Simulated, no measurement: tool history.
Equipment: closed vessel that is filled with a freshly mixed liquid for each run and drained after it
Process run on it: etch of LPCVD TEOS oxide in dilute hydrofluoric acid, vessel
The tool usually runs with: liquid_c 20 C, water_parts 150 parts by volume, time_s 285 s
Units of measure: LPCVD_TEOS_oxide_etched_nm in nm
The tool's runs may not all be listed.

run    hour  liquid_c  water_parts  time_s  read-back film thickness of the LPCVD TEOS oxide reference wafer, read on the same gauge (nm)  LPCVD_TEOS_oxide_etched_nm
  1       0        23          150     285                                                                                             60                       45.45
  2     105        20          150     390                                                                                          59.98                        55.8
  3   150.6        20          150     285                                                                                          59.97                       41.13
  4   221.3        20          150     285                                                                                          60.04                       41.21
  5   264.8      21.5          150     285                                                                                          60.02                       43.52
  6   322.6        20          150     285                                                                                          59.98                       41.24
  7   386.5        20          150     285                                                                                          59.97                       41.19
  8     447        20          200     285                                                                                          59.99                        29.6
  9   493.7        20          130     285                                                                                          60.03                       48.75
 10   530.7        20          130     285                                                                                          60.01                       49.06
 11   581.7        20          130     285                                                                                          60.01                       49.39
 12   643.8        20          150     285                                                                                          59.97                          42
      671.6  -- gauge calibrated
 13   680.7        20          150     285                                                                                          60.07                       41.49
 14   714.7        20          150     285                                                                                          59.99                       41.93
 15   743.3      22.5          200     330                                                                                          60.01                       37.84
 16   788.1      21.5          150     285                                                                                          60.02                       44.19
 17   817.2        20          150     145                                                                                          59.99                       21.48
      834.1  -- thermometer replaced
 18     879        22          150     285                                                                                             60                       41.34
 19   921.1        17          150     285                                                                                          59.99                       34.49
      986.1  -- hydrofluoric acid flow meter replaced
 20   991.7        20          150     285                                                                                          60.02                       40.54
 21  1032.6        20          150     165                                                                                          59.97                       23.63
 22  1056.9        17           80     400                                                                                             60                      100.07
 23  1083.9        20          150     285                                                                                          59.99                       40.27
 24    1146        17          175     285                                                                                          59.99                       29.93
 25  1235.3      24.5          215     140                                                                                          60.03                       15.43
 26  1270.1        20          115     285                                                                                          59.99                       55.23
 27  1298.7        18          120     195                                                                                          59.98                       32.77
 28  1340.4        20          150     170                                                                                          60.04                       24.37

Below are 4 alternative next runs, each starting from the tool's condition after run 28. Predict each:
  A  1341.1        20          105     285                                                                                              ?                           ?
  B  1341.1      24.5          215     285                                                                                              ?                           ?
  C  1341.1        17          180     435                                                                                              ?                           ?
  D  1341.1        20          150     240                                                                                              ?                           ?

run  read-back film thickness of the LPCVD TEOS oxide reference wafer, read on the same gauge (nm)  LPCVD_TEOS_oxide_etched_nm
  A                                                                                          60.01                       61.92
  B                                                                                          60.01                       31.79
  C                                                                                          60.01                       45.18
  D                                                                                          60.01                       34.73
Without the tool's unlogged condition, the same runs would have read:
run  LPCVD_TEOS_oxide_etched_nm
  A                       60.54
  B                       31.23
  C                       44.22
  D                          34

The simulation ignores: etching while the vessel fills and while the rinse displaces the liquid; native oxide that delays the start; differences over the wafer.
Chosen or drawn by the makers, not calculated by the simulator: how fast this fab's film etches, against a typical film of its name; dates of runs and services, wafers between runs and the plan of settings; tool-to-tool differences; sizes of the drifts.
